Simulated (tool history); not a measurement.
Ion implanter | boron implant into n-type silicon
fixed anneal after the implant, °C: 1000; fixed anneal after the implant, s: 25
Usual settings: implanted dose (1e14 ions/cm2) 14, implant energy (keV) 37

| run | hour | implanted dose (1e14 ions/cm2) | implant energy (keV) | read-back reference wafer on the same gauge, sheet resistance | sheet resistance of the implanted and annealed layer (ohm/square) |
|---|---|---|---|---|---|
| 1 | 0 | 14 | 37 | 95.88 | 86.27 |
| 2 | 13.9 | 14 | 37 | 95.67 | 85.82 |
| 3 | 44 | 14 | 37 | 95.68 | 85.65 |
| 4 | 77.6 | 14 | 37 | 95.69 | 85.78 |
| 5 | 97.3 | 14 | 41.5 | 95.75 | 85.57 |
| 6 | 114.2 | 14 | 41.5 | 95.62 | 84.88 |
| 7 | 141 | 14 | 31 | 95.81 | 87.45 |
| 8 | 168 | 12.85 | 37 | 95.68 | 91.65 |
| 9 | 193.1 | 11.19 | 37 | 95.66 | 102.41 |
| 10 | 227.2 | 11.19 | 37 | 95.7 | 102.1 |
| 11 | 261.1 | 11.19 | 37 | 95.78 | 102.18 |
| 12 | 288.5 | 14 | 37 | 95.71 | 85.15 |
| 13 | 321.4 | 14 | 37 | 95.69 | 85 |
| 14 | 341.2 | 14 | 33.5 | 95.63 | 85.59 |
| 15 | 357.4 | 12.12 | 45 | 95.68 | 94.66 |
| 16 | 379 | 12.5 | 47.5 | 95.7 | 92.26 |
| 17 | 449.5 | 14 | 41.5 | 95.66 | 84.1 |
| 18 | 479.6 | 15.92 | 37 | 95.62 | 76.69 |
| 19 | 510.5 | 15.18 | 45 | 95.8 | 78.16 |
| 20 | 544 | 14 | 49.5 | 95.65 | 85.48 |
| 21 | 575.9 | 10.4 | 26.5 | 95.64 | 112.31 |
| 22 | 605.7 | 12.61 | 43 | 95.78 | 93.43 |
| 23 | 625.4 | 14 | 41.5 | 95.81 | 85.87 |
| 24 | 641.7 | 16.98 | 33 | 95.57 | 75.06 |
| 25 | 655.6 | 14 | 37 | 95.53 | 86.66 |
| 26 | 683.3 | 14 | 37 | 95.66 | 86.51 |
| 27 | 717.4 | 14 | 37 | 95.66 | 86.52 |
| 28 | 745.1 | 14 | 40.5 | 95.74 | 86.16 |
| 29 | 778.5 | 14 | 41.5 | 95.72 | 85.98 |
| 30 | 791.8 | 14 | 25.5 | 95.58 | 88.76 |
| 31 | 811.6 | 11.17 | 30.5 | 95.7 | 104.92 |
| 32 | 832.5 | 17.97 | 49.5 | 95.69 | 69.46 |
| 33 | 853.6 | 14 | 37 | 95.66 | 86.91 |
| 34 | 876.4 | 14 | 43.5 | 95.77 | 85.36 |
| 35 | 910.2 | 14 | 41.5 | 95.56 | 85.84 |
| 36 | 941.8 | 15.92 | 37 | 95.71 | 77.98 |
| 37 | 963.7 | 11.89 | 48 | 95.73 | 97.78 |
| 38 | 994.2 | 16.02 | 28.5 | 95.66 | 79.67 |

Not shown: 3 entries that the log had between the listed runs. Between which runs, and how does the tool's hidden state differ before and after?
Between runs 12 and 13: extraction supply calibrated (hour 307.6)
  deviation of the true dose from the Faraday cup's reading, %: 1.92 -> 2.05
  measured less the result without the state, sheet resistance of the implanted and annealed layer (ohm/square): -1.3 -> -1.38
Between runs 19 and 20: Faraday cup replaced and dose calibrated (hour 519.5); gauge calibrated (hour 526.6)
  deviation of the true dose from the Faraday cup's reading, %: 2.86 -> -0.136
  measured less the result without the state, sheet resistance of the implanted and annealed layer (ohm/square): -1.8 -> +0.1
